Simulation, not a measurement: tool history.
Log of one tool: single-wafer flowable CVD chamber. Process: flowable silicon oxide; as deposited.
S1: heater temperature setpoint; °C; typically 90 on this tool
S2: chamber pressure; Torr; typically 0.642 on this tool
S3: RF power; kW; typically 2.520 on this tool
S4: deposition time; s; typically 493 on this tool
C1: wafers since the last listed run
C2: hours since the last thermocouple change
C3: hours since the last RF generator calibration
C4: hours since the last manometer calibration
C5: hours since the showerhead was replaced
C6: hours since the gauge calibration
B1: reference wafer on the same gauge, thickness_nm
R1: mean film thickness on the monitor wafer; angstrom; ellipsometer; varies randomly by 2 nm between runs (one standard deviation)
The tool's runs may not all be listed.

run 1 day=0.000 | S1=90 S2=0.642 S3=2.520 S4=493 | C1=0 C2=208.2 C3=1911.6 C4=1705.3 C5=146.4 C6=862.4 | B1=296.597 | R1=3519.52
run 2 day=0.725 | S1=90 S2=0.642 S3=2.520 S4=493 | C1=65 C2=225.6 C3=1929.0 C4=1722.7 C5=163.8 C6=879.8 | B1=296.030 | R1=3534.44
-- day=0.788 gauge calibrated
run 3 day=1.462 | S1=90 S2=0.642 S3=2.520 S4=493 | C1=67 C2=243.3 C3=1946.7 C4=1740.4 C5=181.5 C6=16.2 | B1=296.300 | R1=3488.56
run 4 day=2.417 | S1=102 S2=0.555 S3=2.900 S4=444 | C1=86 C2=266.2 C3=1969.6 C4=1763.3 C5=204.4 C6=39.1 | B1=295.867 | R1=1944.28
run 5 day=3.279 | S1=96 S2=0.497 S3=2.520 S4=439 | C1=78 C2=286.9 C3=1990.3 C4=1784.0 C5=225.1 C6=59.8 | B1=296.448 | R1=2017.15
run 6 day=4.208 | S1=79 S2=0.642 S3=2.155 S4=493 | C1=84 C2=309.2 C3=2012.6 C4=1806.3 C5=247.4 C6=82.1 | B1=295.539 | R1=4599.70
run 7 day=5.488 | S1=97 S2=0.642 S3=2.520 S4=434 | C1=116 C2=339.9 C3=2043.3 C4=1837.0 C5=278.1 C6=112.8 | B1=295.768 | R1=2494.47
-- day=6.450 capacitance manometer re-zeroed and calibrated
run 8 day=6.783 | S1=79 S2=0.642 S3=2.520 S4=493 | C1=87 C2=371.0 C3=2074.4 C4=8.0 C5=309.2 C6=143.9 | B1=295.733 | R1=4676.29
run 9 day=7.617 | S1=83 S2=0.642 S3=2.520 S4=493 | C1=75 C2=391.0 C3=2094.4 C4=28.0 C5=329.2 C6=163.9 | B1=296.028 | R1=4238.90
-- day=8.312 RF generator calibrated
run 10 day=8.679 | S1=90 S2=0.642 S3=2.520 S4=493 | C1=66 C2=416.5 C3=8.8 C4=53.5 C5=354.7 C6=189.4 | B1=296.078 | R1=3500.82
run 11 day=9.854 | S1=90 S2=0.642 S3=2.520 S4=493 | C1=106 C2=444.7 C3=37.0 C4=81.7 C5=382.9 C6=217.6 | B1=295.997 | R1=3492.83
run 12 day=11.283 | S1=94 S2=0.760 S3=2.520 S4=493 | C1=129 C2=479.0 C3=71.3 C4=116.0 C5=417.2 C6=251.9 | B1=295.711 | R1=3729.60
run 13 day=12.542 | S1=78 S2=0.751 S3=2.070 S4=566 | C1=114 C2=509.2 C3=101.5 C4=146.2 C5=447.4 C6=282.1 | B1=296.101 | R1=6334.99
run 14 day=13.625 | S1=90 S2=0.642 S3=2.965 S4=493 | C1=98 C2=535.2 C3=127.5 C4=172.2 C5=473.4 C6=308.1 | B1=295.659 | R1=3587.99
run 15 day=14.400 | S1=90 S2=0.516 S3=2.390 S4=398 | C1=70 C2=553.8 C3=146.1 C4=190.8 C5=492.0 C6=326.7 | B1=296.154 | R1=2268.75
run 16 day=15.525 | S1=85 S2=0.642 S3=2.520 S4=493 | C1=102 C2=580.8 C3=173.1 C4=217.8 C5=519.0 C6=353.7 | B1=295.665 | R1=4013.88
run 17 day=16.858 | S1=82 S2=0.513 S3=2.945 S4=462 | C1=121 C2=612.8 C3=205.1 C4=249.8 C5=551.0 C6=385.7 | B1=295.943 | R1=3313.75
run 18 day=17.583 | S1=90 S2=0.642 S3=2.160 S4=493 | C1=65 C2=630.2 C3=222.5 C4=267.2 C5=568.4 C6=403.1 | B1=296.279 | R1=3483.49
run 19 day=18.167 | S1=90 S2=0.642 S3=2.520 S4=525 | C1=53 C2=644.2 C3=236.5 C4=281.2 C5=582.4 C6=417.1 | B1=296.152 | R1=3775.22
run 20 day=19.542 | S1=86 S2=0.642 S3=2.520 S4=493 | C1=124 C2=677.2 C3=269.5 C4=314.2 C5=615.4 C6=450.1 | B1=295.904 | R1=3918.09
run 21 day=20.671 | S1=99 S2=0.642 S3=2.120 S4=405 | C1=102 C2=704.3 C3=296.6 C4=341.3 C5=642.5 C6=477.2 | B1=296.833 | R1=2185.35
run 22 day=21.212 | S1=90 S2=0.642 S3=2.850 S4=493 | C1=49 C2=717.3 C3=309.6 C4=354.3 C5=655.5 C6=490.2 | B1=295.863 | R1=3573.35
run 23 day=21.988 | S1=105 S2=0.642 S3=2.160 S4=540 | C1=70 C2=735.9 C3=328.2 C4=372.9 C5=674.1 C6=508.8 | B1=296.214 | R1=2445.10
run 24 day=22.621 | S1=90 S2=0.642 S3=2.520 S4=493 | C1=57 C2=751.1 C3=343.4 C4=388.1 C5=689.3 C6=524.0 | B1=295.620 | R1=3552.02
run 25 day=23.696 | S1=90 S2=0.546 S3=2.520 S4=519 | C1=97 C2=776.9 C3=369.2 C4=413.9 C5=715.1 C6=549.8 | B1=295.323 | R1=3174.79
run 26 day=25.112 | S1=90 S2=0.487 S3=2.520 S4=493 | C1=128 C2=810.9 C3=403.2 C4=447.9 C5=749.1 C6=583.8 | B1=296.291 | R1=2691.25
run 27 day=26.096 | S1=90 S2=0.642 S3=2.520 S4=493 | C1=89 C2=834.5 C3=426.8 C4=471.5 C5=772.7 C6=607.4 | B1=295.605 | R1=3580.47
run 28 day=27.021 | S1=101 S2=0.597 S3=2.310 S4=465 | C1=84 C2=856.7 C3=449.0 C4=493.7 C5=794.9 C6=629.6 | B1=295.967 | R1=2249.42

Hidden state at the last listed run before each entry between runs and at the first one after, where it differs:
Runs 2 to 3: gauge calibrated (day 0.788)
  wafer temperature above the value expected at the setpoint (K): 0.0369 -> 0.0283
  the result without the hidden state subtracted from the measured one, R1: -3.91 -> -2.97 angstrom
Runs 7 to 8: capacitance manometer re-zeroed and calibrated (day 6.450)
  wafer temperature above the value expected at the setpoint (K): -0.0299 -> -0.0527
  the result without the hidden state subtracted from the measured one, R1: +2.16 -> +6.66 angstrom
Runs 9 to 10: RF generator calibrated (day 8.312)
  wafer temperature above the value expected at the setpoint (K): -0.0684 -> -0.0897
  the result without the hidden state subtracted from the measured one, R1: +7.68 -> +8.04 angstrom

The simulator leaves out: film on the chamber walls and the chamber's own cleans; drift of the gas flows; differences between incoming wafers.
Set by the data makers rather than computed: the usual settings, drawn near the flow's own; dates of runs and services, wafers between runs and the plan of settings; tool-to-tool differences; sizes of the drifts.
